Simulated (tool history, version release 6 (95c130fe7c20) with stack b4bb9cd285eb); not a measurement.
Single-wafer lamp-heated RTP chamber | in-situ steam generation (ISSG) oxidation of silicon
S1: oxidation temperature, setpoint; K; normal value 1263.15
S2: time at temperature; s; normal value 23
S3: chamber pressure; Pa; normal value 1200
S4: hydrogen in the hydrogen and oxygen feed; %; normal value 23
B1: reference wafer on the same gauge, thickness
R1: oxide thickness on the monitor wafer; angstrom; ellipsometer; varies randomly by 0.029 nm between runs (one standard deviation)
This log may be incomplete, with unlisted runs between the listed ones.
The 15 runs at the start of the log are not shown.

-- hour=1604.8 pyrometer window cleaned and pyrometer calibrated
run 16 hour=1777.9 | S1=1263.15 S2=27 S3=1200 S4=23 | B1=6.211 | R1=60.3
run 17 hour=1866.4 | S1=1268.15 S2=18 S3=1267 S4=23 | B1=6.209 | R1=51.12
run 18 hour=1927.3 | S1=1263.15 S2=23 S3=1307 S4=23 | B1=6.217 | R1=56.38
run 19 hour=2013.4 | S1=1263.15 S2=23 S3=1360 S4=23 | B1=6.218 | R1=55.96
run 20 hour=2105.8 | S1=1263.15 S2=23 S3=1093 S4=23 | B1=6.228 | R1=57.29
-- hour=2155.7 pyrometer window cleaned and pyrometer calibrated
run 21 hour=2156.2 | S1=1248.15 S2=23 S3=1347 S4=23 | B1=6.222 | R1=51.04
run 22 hour=2216.8 | S1=1263.15 S2=23 S3=1200 S4=23 | B1=6.219 | R1=55.39
run 23 hour=2286.1 | S1=1263.15 S2=23 S3=1200 S4=23 | B1=6.216 | R1=55.88
run 24 hour=2386.4 | S1=1248.15 S2=27 S3=1107 S4=19 | B1=6.218 | R1=55.86
run 25 hour=2435.6 | S1=1249.15 S2=23 S3=1307 S4=23 | B1=6.221 | R1=52.77
run 26 hour=2556 | S1=1279.15 S2=23 S3=1200 S4=28 | B1=6.226 | R1=64.12
run 27 hour=2599.3 | S1=1277.15 S2=18 S3=1120 S4=13 | B1=6.214 | R1=47.72
run 28 hour=2677.9 | S1=1263.15 S2=23 S3=1200 S4=19 | B1=6.218 | R1=54.75
-- hour=2769.6 pyrometer window cleaned and pyrometer calibrated
run 29 hour=2778.6 | S1=1249.15 S2=21 S3=1053 S4=23 | B1=6.215 | R1=50.57
run 30 hour=2838.7 | S1=1247.15 S2=23 S3=1200 S4=23 | B1=6.222 | R1=52.36
run 31 hour=2881.9 | S1=1263.15 S2=16 S3=1200 S4=20 | B1=6.225 | R1=45.97
run 32 hour=2968.8 | S1=1244.15 S2=15 S3=1200 S4=23 | B1=6.221 | R1=42.92

Alternative continuations, all from the tool just after run 32; predict every row:
run A hour=2969.2 | S1=1263.15 S2=23 S3=1067 S4=23 | B1=? | R1=?
run B hour=2969.2 | S1=1255.15 S2=32 S3=1360 S4=14 | B1=? | R1=?
run C hour=2969.2 | S1=1263.15 S2=30 S3=1200 S4=16 | B1=? | R1=?

run=A B1=6.224 R1=56.35
run=B B1=6.224 R1=56.37
run=C B1=6.224 R1=58.89
Stripped of hidden state, with their random variation kept, the same runs would have yielded:
run=A R1=54.78
run=B R1=54.76
run=C R1=57.14
